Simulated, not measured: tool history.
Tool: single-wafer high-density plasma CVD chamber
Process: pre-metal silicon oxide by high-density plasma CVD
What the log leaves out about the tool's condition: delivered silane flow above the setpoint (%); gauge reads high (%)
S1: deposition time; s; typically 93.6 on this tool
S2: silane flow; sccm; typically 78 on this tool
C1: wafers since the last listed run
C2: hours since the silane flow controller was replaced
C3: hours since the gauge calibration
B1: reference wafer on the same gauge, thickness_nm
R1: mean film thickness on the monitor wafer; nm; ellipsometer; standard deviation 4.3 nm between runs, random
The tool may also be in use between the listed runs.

run,hour,S1,S2,C1,C2,C3,B1,R1
1,0,93.6,78,0,2998.9,672.9,859.995,847.648
2,41.6,93.6,78,729,3040.5,714.5,859.963,855.094
3,144.1,93.6,78,1798,3143,817,859.602,848.698
4,212.3,93.6,78,1196,3211.2,885.2,860.87,860.067
5,305.2,93.6,78,1629,3304.1,978.1,860.949,854.792
6,390.2,86.9,78,1491,3389.1,1063.1,861.287,794.878
7,489.5,86.9,78,1742,3488.4,1162.4,860.549,789.987
8,543.6,86.9,78,949,3542.5,1216.5,859.389,790.871
9,622.9,93.6,78,1391,3621.8,1295.8,860.466,855.966
10,668.2,93.6,78,794,3667.1,1341.1,859.799,849.647
11,729.6,93.6,78,1077,3728.5,1402.5,859.895,854.748
12,805.7,93.6,89,1335,3804.6,1478.6,860.403,933.24
13,907.5,93.6,89,1786,3906.4,1580.4,859.705,930.625
14,991.8,93.6,75,1478,3990.7,1664.7,858.883,839.22
15,1043.4,93.6,78,905,4042.3,1716.3,859.636,855.229
16,1088.5,93.6,78,791,4087.4,1761.4,860.394,854.589
17,1192,93.6,78,1815,4190.9,1864.9,859.903,852.974
18,1271.4,93.6,88,1393,4270.3,1944.3,861.022,913.824
19,1342.3,93.6,78,1243,4341.2,2015.2,860.331,856.064
20,1415.4,93.6,78,1282,4414.3,2088.3,859.399,862.65
21,1472.1,93.6,78,994,4471,2145,860.732,851.467
22,1514.4,93.6,73,742,4513.3,2187.3,860.028,823.857
23,1604.7,86.9,78,1584,4603.6,2277.6,859.678,797.493
# hour 1626.4: gauge calibrated
# hour 1649: silane flow controller replaced
24,1665.9,93.6,78,933,16.9,39.5,859.187,883.222
25,1729,93.6,78,1107,80,102.6,859.04,869.487
26,1822.8,93.6,78,1645,173.8,196.4,860.112,885.945
27,1904.9,111.4,90,1440,255.9,278.5,860.166,1145.203
28,1975.2,82.2,73,1233,326.2,348.8,859.549,736.102
29,2049.2,93.6,68,1298,400.2,422.8,860.403,813.105
30,2126.6,75.2,67,1357,477.6,500.2,860.39,638.034
# hour 2201.1: silane flow controller replaced, repeated, since the last time left the tool worse
31,2222.2,93.6,78,1536,21.1,595.8,859.424,846.009
32,2315.5,93.6,78,1636,114.4,689.1,859.354,846.155
33,2398.1,98.3,68,1449,197,771.7,859.681,817.348
34,2440.9,108,66,750,239.8,814.5,860.426,875.766
35,2541,79.3,88,1756,339.9,914.6,859.734,779.93
36,2819.3,93.6,69,4882,618.2,1192.9,860.12,785.921
37,2901.6,75.7,78,1443,700.5,1275.2,860.071,688.575
38,2940.2,85.8,87,677,739.1,1313.8,859.85,837.091
39,3043.8,93.6,87,1817,842.7,1417.4,860.205,911.057
40,3127.3,104.2,71,1464,926.2,1500.9,859.421,889.56
41,3175.8,93.6,84,850,974.7,1549.4,860.614,890.119
42,3252.2,100.4,70,1340,1051.1,1625.8,859.202,851.457
43,3343.3,85.2,70,1598,1142.2,1716.9,859.783,736.315
44,3405.2,84.3,70,1085,1204.1,1778.8,859.972,720.603
45,3488,88.3,70,1452,1286.9,1861.6,859.979,757.26

What if the next run were any one of these 3? Each begins from the tool's condition after run 45:
A,3488.4,93.6,64,7,1287.3,1862,?,?
B,3488.4,82.2,92,7,1287.3,1862,?,?
C,3488.4,110,73,7,1287.3,1862,?,?

run,B1,R1
A,860.834,759.634
B,860.834,838.383
C,860.834,966.401
What these runs would have given with no unlogged condition in the tool:
run,R1
A,745.526
B,822.812
C,948.453

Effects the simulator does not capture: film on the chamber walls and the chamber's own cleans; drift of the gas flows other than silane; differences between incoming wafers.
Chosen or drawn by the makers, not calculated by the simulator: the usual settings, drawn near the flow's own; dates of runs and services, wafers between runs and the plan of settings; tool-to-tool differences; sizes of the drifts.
